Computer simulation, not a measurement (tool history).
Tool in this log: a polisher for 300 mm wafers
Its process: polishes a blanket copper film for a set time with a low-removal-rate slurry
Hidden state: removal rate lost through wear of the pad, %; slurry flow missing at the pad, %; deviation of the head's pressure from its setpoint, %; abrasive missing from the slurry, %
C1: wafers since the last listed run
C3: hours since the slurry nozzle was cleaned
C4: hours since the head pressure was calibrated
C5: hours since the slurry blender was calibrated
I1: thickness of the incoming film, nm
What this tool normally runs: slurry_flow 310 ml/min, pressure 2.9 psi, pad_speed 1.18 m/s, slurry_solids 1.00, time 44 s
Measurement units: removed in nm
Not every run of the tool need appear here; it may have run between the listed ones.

Run 1, hour 0.0: usual settings; C1 0; wafers polished on this pad 1147; C3 109.9; C4 819.1; C5 340.8; I1 1068.0. Result: removed 118.3 nm.
Run 2, hour 66.9: usual settings; C1 831; wafers polished on this pad 1979; C3 176.8; C4 886.0; C5 407.7; I1 1065.7. Result: removed 114.6 nm.
At hour 72.0: slurry blender recalibrated.
Run 3, hour 93.8: usual settings; C1 309; wafers polished on this pad 2289; C3 203.7; C4 912.9; C5 21.8; I1 1089.3. Result: removed 115.8 nm.
Run 4, hour 160.3: usual settings; C1 826; wafers polished on this pad 3116; C3 270.2; C4 979.4; C5 88.3; I1 1082.1. Result: removed 114.5 nm.
At hour 213.3: worn pad replaced by a new one.
Run 5, hour 213.8: usual settings; C1 615; wafers polished on this pad 5; C3 323.7; C4 1032.9; C5 141.8; I1 1103.4. Result: removed 112.3 nm.
At hour 215.5: slurry nozzle cleaned.
Run 6, hour 240.0: usual settings but pad_speed 1.50 m/s, slurry_solids 1.20; C1 313; wafers polished on this pad 319; C3 24.5; C4 1059.1; C5 168.0; I1 1081.3. Result: removed 143.3 nm.
Run 7, hour 308.6: usual settings; C1 853; wafers polished on this pad 1172; C3 93.1; C4 1127.7; C5 236.6; I1 1099.2. Result: removed 114.9 nm.
Run 8, hour 366.4: usual settings but pad_speed 0.90 m/s; C1 718; wafers polished on this pad 1891; C3 150.9; C4 1185.5; C5 294.4; I1 1086.0. Result: removed 92.8 nm.
Run 9, hour 395.4: usual settings but time 51 s; C1 360; wafers polished on this pad 2251; C3 179.9; C4 1214.5; C5 323.4; I1 1073.3. Result: removed 126.8 nm.
At hour 404.3: head pressure recalibrated.
At hour 454.0: slurry blender recalibrated.
Run 10, hour 466.8: usual settings; C1 838; wafers polished on this pad 3089; C3 251.3; C4 62.5; C5 12.8; I1 1084.0. Result: removed 130.9 nm.
At hour 517.9: worn pad replaced by a new one.
Run 11, hour 534.5: usual settings; C1 792; wafers polished on this pad 206; C3 319.0; C4 130.2; C5 80.5; I1 1105.7. Result: removed 132.9 nm.
At hour 590.4: slurry nozzle cleaned.
Run 12, hour 599.1: usual settings but slurry_flow 255 ml/min, time 55 s; C1 790; wafers polished on this pad 997; C3 8.7; C4 194.8; C5 145.1; I1 1079.3. Result: removed 160.0 nm.
Run 13, hour 664.7: usual settings but slurry_flow 255 ml/min, time 55 s; C1 815; wafers polished on this pad 1812; C3 74.3; C4 260.4; C5 210.7; I1 1100.5. Result: removed 160.1 nm.
Run 14, hour 714.5: usual settings but slurry_solids 0.90; C1 619; wafers polished on this pad 2432; C3 124.1; C4 310.2; C5 260.5; I1 1089.9. Result: removed 124.8 nm.
Run 15, hour 774.7: usual settings but slurry_solids 0.70, time 32 s; C1 748; wafers polished on this pad 3180; C3 184.3; C4 370.4; C5 320.7; I1 1096.1. Result: removed 84.2 nm.
Run 16, hour 842.2: usual settings but slurry_flow 270 ml/min, pad_speed 1.58 m/s; C1 839; wafers polished on this pad 4020; C3 251.8; C4 437.9; C5 388.2; I1 1109.2. Result: removed 154.4 nm.
At hour 871.7: slurry blender recalibrated.
At hour 888.1: worn pad replaced by a new one.
At hour 902.6: slurry nozzle cleaned.
Run 17, hour 958.2: usual settings; C1 1355; wafers polished on this pad 858; C3 55.6; C4 553.9; C5 86.5; I1 1088.2. Result: removed 128.8 nm.
Run 18, hour 983.1: usual settings but pad_speed 0.90 m/s, time 50 s; C1 309; wafers polished on this pad 1168; C3 80.5; C4 578.8; C5 111.4; I1 1100.9. Result: removed 118.6 nm.
Run 19, hour 1035.9: usual settings but slurry_flow 380 ml/min, pressure 2.2 psi, pad_speed 0.78 m/s, time 55 s; C1 656; wafers polished on this pad 1825; C3 133.3; C4 631.6; C5 164.2; I1 1076.5. Result: removed 89.0 nm.
Run 20, hour 1084.4: usual settings but slurry_solids 1.20; C1 603; wafers polished on this pad 2428; C3 181.8; C4 680.1; C5 212.7; I1 1091.5. Result: removed 130.3 nm.
Run 21, hour 1124.5: usual settings; C1 498; wafers polished on this pad 2926; C3 221.9; C4 720.2; C5 252.8; I1 1105.7. Result: removed 124.6 nm.
Run 22, hour 1183.9: usual settings; C1 738; wafers polished on this pad 3665; C3 281.3; C4 779.6; C5 312.2; I1 1094.0. Result: removed 121.7 nm.
At hour 1187.3: slurry nozzle cleaned.
At hour 1192.8: worn pad replaced by a new one.
Run 23, hour 1211.4: usual settings but pad_speed 1.42 m/s, time 35 s; C1 279; wafers polished on this pad 231; C3 24.1; C4 807.1; C5 339.7; I1 1075.2. Result: removed 109.9 nm.
Run 24, hour 1268.8: usual settings but pressure 3.9 psi, slurry_solids 1.25, time 30 s; C1 713; wafers polished on this pad 944; C3 81.5; C4 864.5; C5 397.1; I1 1105.8. Result: removed 119.3 nm.
At hour 1277.9: slurry blender recalibrated.
At hour 1337.9: head pressure recalibrated.
Run 25, hour 1338.4: usual settings but slurry_flow 390 ml/min, pressure 2.1 psi, pad_speed 0.94 m/s, slurry_solids 0.85; C1 815; wafers polished on this pad 1760; C3 151.1; C4 0.5; C5 60.5; I1 1109.1. Result: removed 77.3 nm.
Run 26, hour 1365.1: usual settings but slurry_flow 380 ml/min, pressure 2.2 psi, pad_speed 0.78 m/s, time 55 s; C1 332; wafers polished on this pad 2092; C3 177.8; C4 27.2; C5 87.2; I1 1095.7. Result: removed 94.6 nm.
Run 27, hour 1412.6: usual settings but pad_speed 0.88 m/s, slurry_solids 1.20, time 54 s; C1 590; wafers polished on this pad 2683; C3 225.3; C4 74.7; C5 134.7; I1 1081.8. Result: removed 140.5 nm.
Run 28, hour 1438.7: usual settings; C1 324; wafers polished on this pad 3007; C3 251.4; C4 100.8; C5 160.8; I1 1091.2. Result: removed 126.7 nm.
Run 29, hour 1466.3: usual settings; C1 343; wafers polished on this pad 3350; C3 279.0; C4 128.4; C5 188.4; I1 1097.0. Result: removed 128.1 nm.
Run 30, hour 1503.4: usual settings but pressure 2.1 psi, time 40 s; C1 461; wafers polished on this pad 3812; C3 316.1; C4 165.5; C5 225.5; I1 1100.2. Result: removed 83.3 nm.

Run-by-run hidden state of the tool:
removal rate lost through wear of the pad, %: 0, the same for each run
slurry flow missing at the pad, %: 0, the same for each run
abrasive missing from the slurry, %: 0, the same for each run
H1: deviation of the head's pressure from its setpoint, %
run       H1
  1    -8.45
  2    -9.62
  3    -10.1
  4    -11.4
  5    -12.5
  6      -13
  7    -14.6
  8    -15.9
  9    -16.6
 10    0.115
 11  -0.0181
 12   -0.232
 13   -0.536
 14   -0.826
 15    -1.24
 16     -1.8
 17    -2.97
 18    -3.26
 19    -3.91
 20    -4.56
 21    -5.13
 22    -6.04
 23    -6.48
 24    -7.46
 25    -1.33
 26    -1.34
 27    -1.39
 28    -1.44
 29     -1.5
 30    -1.61
